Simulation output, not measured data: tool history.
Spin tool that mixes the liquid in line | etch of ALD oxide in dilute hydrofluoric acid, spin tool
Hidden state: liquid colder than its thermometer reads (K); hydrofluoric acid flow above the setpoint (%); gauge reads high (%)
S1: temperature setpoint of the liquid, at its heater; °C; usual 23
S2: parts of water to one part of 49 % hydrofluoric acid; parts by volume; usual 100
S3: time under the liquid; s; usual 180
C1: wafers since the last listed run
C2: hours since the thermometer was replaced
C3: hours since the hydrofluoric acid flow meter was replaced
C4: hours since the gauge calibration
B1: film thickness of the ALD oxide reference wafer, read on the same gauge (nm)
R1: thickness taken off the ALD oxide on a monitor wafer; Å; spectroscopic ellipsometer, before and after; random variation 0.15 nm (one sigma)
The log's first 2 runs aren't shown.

run   hour    S1   S2   S3   C1      C2      C3     C4      B1     R1
  3   65.8    23  100  180  198  1484.5  1992.7  373.6  149.99  163.2
  4   87.8    23  100  180  144  1506.5  2014.7  395.6     150  162.2
  5  118.4    23  100  155  201  1537.1  2045.3  426.2  150.04  141.2
  6  152.2    23  100  125  222  1570.9  2079.1    460  150.02  113.7
  7  183.3    23  100  180  204    1602  2110.2  491.1  149.98  161.3
  8  201.7    23  100  180  121  1620.4  2128.6  509.5  150.05  160.1
  9  233.4    23  100  115  208  1652.1  2160.3  541.2     150  102.3
 10  255.7    22  100  145  146  1674.4  2182.6  563.5     150  126.9
     261.2  -- thermometer replaced
 11    272    22  100  145  100    10.8  2198.9  579.8     150  116.2
 12  288.9    22  100  145  111    27.7  2215.8  596.7  150.02  116.9
 13  308.7    23   80  180  130    47.5  2235.6  616.5  149.97  195.4
     313.8  -- gauge calibrated
 14  321.7    23   80  180   85    60.5  2248.6    7.9     150  193.1
 15    340    23  130  100  120    78.8  2266.9   26.2  149.98   62.3
 16  352.3    23  130   75   80    91.1  2279.2   38.5  150.03     47
 17  370.3    23  100  180  118   109.1  2297.2   56.5  149.96    152
 18    402    28   65  110  208   140.8  2328.9   88.2     150  182.4
     406.5  -- thermometer replaced, repeated, since the last time left the tool worse
 19  423.4    23  130  100  134    16.9  2350.3  109.6     150   71.3
 20  457.8    23  100  290  226    51.3  2384.7    144  149.98  273.7
     462.4  -- hydrofluoric acid flow meter replaced
 21  474.2    23  100  180  101    67.7    11.8  160.4  149.97  169.3
 22    528  25.5   70  180  353   121.5    65.6  214.2  150.01    277

Run 23 comes next. What will it give?
 23  563.1  19.5  130  180  230  156.6  100.7  249.3   ?   ?

{"run 23": {"B1": 150.01, "R1": 111.5}}
Without the tool's hidden state the same run would have given R1 113 Å.
